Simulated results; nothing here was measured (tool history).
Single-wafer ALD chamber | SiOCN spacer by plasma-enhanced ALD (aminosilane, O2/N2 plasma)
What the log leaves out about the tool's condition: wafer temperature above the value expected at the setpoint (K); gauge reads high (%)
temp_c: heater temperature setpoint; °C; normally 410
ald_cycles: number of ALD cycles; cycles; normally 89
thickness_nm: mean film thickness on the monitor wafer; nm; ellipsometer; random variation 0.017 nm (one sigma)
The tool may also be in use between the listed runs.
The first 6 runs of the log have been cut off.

run,hour,temp_c,ald_cycles,wafers since the last listed run,hours since the last thermocouple change,hours since the gauge calibration,"read-back reference wafer on the same gauge, thickness_nm",thickness_nm
7,357.6,410,89,167,1047.2,1526.0,4.626,4.707
8,431.7,410,89,164,1121.3,1600.1,4.639,4.738
9,589.9,414,98,352,1279.5,1758.3,4.646,5.131
10,656.7,414,98,148,1346.3,1825.1,4.654,5.145
# hour 738.6: thermocouple changed; heater temperature recalibrated
11,739.1,414,98,165,0.5,1907.5,4.657,5.171
12,807.9,410,89,153,69.3,1976.3,4.678,4.778
13,861.4,410,89,119,122.8,2029.8,4.689,4.778
14,938.1,410,89,170,199.5,2106.5,4.693,4.784
15,1042.4,420,89,232,303.8,2210.8,4.706,4.622
16,1125.8,420,89,185,387.2,2294.2,4.721,4.664
17,1186.7,410,89,135,448.1,2355.1,4.727,4.801
18,1275.6,410,89,197,537.0,2444.0,4.746,4.806
19,1358.7,410,89,185,620.1,2527.1,4.751,4.847
20,1454.0,410,79,212,715.4,2622.4,4.784,4.313
# hour 1491.5: gauge calibrated
21,1554.9,410,79,224,816.3,63.4,4.573,4.099
22,1597.9,410,89,95,859.3,106.4,4.568,4.644
23,1683.2,410,89,189,944.6,191.7,4.575,4.653
24,1770.0,424,96,193,1031.4,278.5,4.573,4.778
25,1835.7,397,77,146,1097.1,344.2,4.573,4.160
26,1910.8,424,76,167,1172.2,419.3,4.568,3.793
# hour 1972.2: thermocouple changed; heater temperature recalibrated
27,2015.6,403,104,215,43.4,524.1,4.579,5.594

The next listed run, before its measurement:
28,2109.7,410,101,209,137.5,618.2,?,?

read-back reference wafer on the same gauge, thickness_nm: 4.587
thickness_nm: 5.307 nm
With no hidden state in the tool, this same run would have given thickness_nm 5.257 nm.
